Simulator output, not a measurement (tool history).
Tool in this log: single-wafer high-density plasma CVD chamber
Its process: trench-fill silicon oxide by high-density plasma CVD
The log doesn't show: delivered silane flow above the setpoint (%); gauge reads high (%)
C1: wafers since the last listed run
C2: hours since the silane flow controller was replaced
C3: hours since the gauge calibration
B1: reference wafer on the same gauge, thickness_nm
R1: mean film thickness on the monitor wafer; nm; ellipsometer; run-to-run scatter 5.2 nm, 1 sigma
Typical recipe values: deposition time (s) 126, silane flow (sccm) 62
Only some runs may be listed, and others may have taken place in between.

{"run": 1, "hour": 0.0, "deposition time (s)": 126, "silane flow (sccm)": 62, "C1": 0, "C2": 4587.3, "C3": 440.9, "B1": 786.05, "R1": 880.154}
{"run": 2, "hour": 83.2, "deposition time (s)": 126, "silane flow (sccm)": 62, "C1": 1403, "C2": 4670.5, "C3": 524.1, "B1": 784.726, "R1": 877.751}
{"run": 3, "hour": 101.9, "deposition time (s)": 126, "silane flow (sccm)": 62, "C1": 315, "C2": 4689.2, "C3": 542.8, "B1": 785.336, "R1": 875.224}
{"run": 4, "hour": 125.1, "deposition time (s)": 126, "silane flow (sccm)": 62, "C1": 391, "C2": 4712.4, "C3": 566.0, "B1": 784.543, "R1": 882.749}
{"run": 5, "hour": 139.2, "deposition time (s)": 126, "silane flow (sccm)": 59, "C1": 237, "C2": 4726.5, "C3": 580.1, "B1": 783.797, "R1": 838.779}
{"run": 6, "hour": 174.7, "deposition time (s)": 126, "silane flow (sccm)": 59, "C1": 598, "C2": 4762.0, "C3": 615.6, "B1": 787.31, "R1": 848.706}
{"run": 7, "hour": 208.7, "deposition time (s)": 126, "silane flow (sccm)": 59, "C1": 573, "C2": 4796.0, "C3": 649.6, "B1": 784.241, "R1": 853.155}
{"run": 8, "hour": 244.2, "deposition time (s)": 138, "silane flow (sccm)": 67, "C1": 598, "C2": 4831.5, "C3": 685.1, "B1": 784.659, "R1": 1016.516}
{"hour": 258.0, "done": "gauge calibrated"}
{"run": 9, "hour": 263.7, "deposition time (s)": 116, "silane flow (sccm)": 62, "C1": 328, "C2": 4851.0, "C3": 5.7, "B1": 785.995, "R1": 801.921}
{"run": 10, "hour": 288.7, "deposition time (s)": 116, "silane flow (sccm)": 62, "C1": 421, "C2": 4876.0, "C3": 30.7, "B1": 785.299, "R1": 798.338}
{"run": 11, "hour": 310.4, "deposition time (s)": 112, "silane flow (sccm)": 69, "C1": 366, "C2": 4897.7, "C3": 52.4, "B1": 784.49, "R1": 841.656}
{"run": 12, "hour": 338.0, "deposition time (s)": 112, "silane flow (sccm)": 69, "C1": 465, "C2": 4925.3, "C3": 80.0, "B1": 784.22, "R1": 838.918}
{"run": 13, "hour": 367.2, "deposition time (s)": 112, "silane flow (sccm)": 69, "C1": 492, "C2": 4954.5, "C3": 109.2, "B1": 785.201, "R1": 832.33}
{"hour": 381.6, "done": "silane flow controller replaced"}
{"run": 14, "hour": 382.1, "deposition time (s)": 134, "silane flow (sccm)": 56, "C1": 116, "C2": 0.5, "C3": 124.1, "B1": 784.446, "R1": 876.954}
{"run": 15, "hour": 392.3, "deposition time (s)": 134, "silane flow (sccm)": 62, "C1": 172, "C2": 10.7, "C3": 134.3, "B1": 784.849, "R1": 935.488}
{"run": 16, "hour": 413.0, "deposition time (s)": 108, "silane flow (sccm)": 72, "C1": 349, "C2": 31.4, "C3": 155.0, "B1": 784.579, "R1": 819.809}
{"run": 17, "hour": 425.8, "deposition time (s)": 118, "silane flow (sccm)": 71, "C1": 215, "C2": 44.2, "C3": 167.8, "B1": 783.324, "R1": 892.727}
{"run": 18, "hour": 452.1, "deposition time (s)": 126, "silane flow (sccm)": 55, "C1": 443, "C2": 70.5, "C3": 194.1, "B1": 783.86, "R1": 815.305}

Run 19 comes next. What will it give?
{"run": 19, "hour": 467.4, "deposition time (s)": 126, "silane flow (sccm)": 62, "C1": 258, "C2": 85.8, "C3": 209.4, "B1": "?", "R1": "?"}

B1: 784.931
R1: 875.363 nm
Minus the tool's unlogged condition, the same run would have read R1 875.363 nm.
